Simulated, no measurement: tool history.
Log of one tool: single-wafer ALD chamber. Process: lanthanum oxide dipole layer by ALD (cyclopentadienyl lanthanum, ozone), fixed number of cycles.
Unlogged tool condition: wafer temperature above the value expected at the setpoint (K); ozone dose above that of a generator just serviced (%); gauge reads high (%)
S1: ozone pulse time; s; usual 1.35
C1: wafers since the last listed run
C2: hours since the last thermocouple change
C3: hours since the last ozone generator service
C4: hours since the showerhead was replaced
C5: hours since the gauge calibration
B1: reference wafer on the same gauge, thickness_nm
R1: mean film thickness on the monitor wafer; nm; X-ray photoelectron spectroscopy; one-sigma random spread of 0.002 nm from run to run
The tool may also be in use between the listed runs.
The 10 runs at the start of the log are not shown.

| run | day | S1 | C1 | C2 | C3 | C4 | C5 | B1 | R1 |
|---|---|---|---|---|---|---|---|---|---|
| 11 | 28.888 | 0.99 | 1123 | 514.2 | 459.3 | 398.2 | 1723 | 0.419 | 0.456 |
| 12 | 31.075 | 1.35 | 1032 | 566.7 | 511.8 | 450.7 | 1775.5 | 0.419 | 0.49 |
| 13 | 32.912 | 1.88 | 867 | 610.8 | 555.9 | 494.8 | 1819.6 | 0.419 | 0.52 |
| 14 | 34.271 | 1.35 | 641 | 643.4 | 588.5 | 527.4 | 1852.2 | 0.419 | 0.488 |
| 15 | 36.692 | 1.35 | 1142 | 701.5 | 646.6 | 585.5 | 1910.3 | 0.419 | 0.49 |
| 16 | 37.933 | 1.5 | 586 | 731.3 | 676.4 | 615.3 | 1940.1 | 0.419 | 0.499 |
| 17 | 39.425 | 0.96 | 704 | 767.1 | 712.2 | 651.1 | 1975.9 | 0.419 | 0.448 |
| 18 | 40.712 | 0.92 | 607 | 798 | 743.1 | 682 | 2006.8 | 0.419 | 0.44 |
| 19 | 42.646 | 1 | 912 | 844.4 | 789.5 | 728.4 | 2053.2 | 0.418 | 0.449 |
| 20 | 45.567 | 1.35 | 1378 | 914.5 | 859.6 | 798.5 | 2123.3 | 0.419 | 0.486 |
| 21 | 46.904 | 1.35 | 631 | 946.6 | 891.7 | 830.6 | 2155.4 | 0.419 | 0.487 |
| 22 | 48.442 | 1.21 | 725 | 983.5 | 928.6 | 867.5 | 2192.3 | 0.419 | 0.475 |
| 23 | 50.038 | 1.13 | 753 | 1021.8 | 966.9 | 905.8 | 2230.6 | 0.419 | 0.465 |
|  | 56.671 | gauge calibrated |
|  | 57.325 | thermocouple changed; heater temperature recalibrated |
| 24 | 57.75 | 1.35 | 3483 | 10.2 | 1152 | 1090.9 | 25.9 | 0.418 | 0.485 |
| 25 | 59.771 | 1.6 | 953 | 58.7 | 1200.5 | 1139.4 | 74.4 | 0.42 | 0.501 |
| 26 | 61.25 | 1.16 | 698 | 94.2 | 1236 | 1174.9 | 109.9 | 0.419 | 0.466 |
| 27 | 63.821 | 0.97 | 1213 | 155.9 | 1297.7 | 1236.6 | 171.6 | 0.419 | 0.446 |
| 28 | 65.5 | 1.2 | 792 | 196.2 | 1338 | 1276.9 | 211.9 | 0.419 | 0.471 |
| 29 | 67.104 | 1.06 | 757 | 234.7 | 1376.5 | 1315.4 | 250.4 | 0.419 | 0.452 |
| 30 | 69.833 | 1.05 | 1288 | 300.2 | 1442 | 1380.9 | 315.9 | 0.419 | 0.454 |
| 31 | 72.662 | 1.64 | 1335 | 368.1 | 1509.9 | 1448.8 | 383.8 | 0.419 | 0.501 |
| 32 | 74.704 | 1.72 | 963 | 417.1 | 1558.9 | 1497.8 | 432.8 | 0.419 | 0.504 |
| 33 | 76.625 | 0.95 | 906 | 463.2 | 1605 | 1543.9 | 478.9 | 0.419 | 0.437 |
| 34 | 79.271 | 1.35 | 1248 | 526.7 | 1668.5 | 1607.4 | 542.4 | 0.419 | 0.484 |

Here are 4 independent what-if runs from the current tool condition. What would each one return?
| A | 79.288 | 1.35 | 7 | 527.1 | 1668.9 | 1607.8 | 542.8 | ? | ? |
| B | 79.288 | 0.81 | 7 | 527.1 | 1668.9 | 1607.8 | 542.8 | ? | ? |
| C | 79.288 | 1.01 | 7 | 527.1 | 1668.9 | 1607.8 | 542.8 | ? | ? |
| D | 79.288 | 1.69 | 7 | 527.1 | 1668.9 | 1607.8 | 542.8 | ? | ? |

| run | B1 | R1 |
|---|---|---|
| A | 0.419 | 0.485 |
| B | 0.419 | 0.417 |
| C | 0.419 | 0.449 |
| D | 0.419 | 0.506 |
With no hidden state in the tool, these same runs would have given:
| run | R1 |
|---|---|
| A | 0.501 |
| B | 0.442 |
| C | 0.47 |
| D | 0.517 |
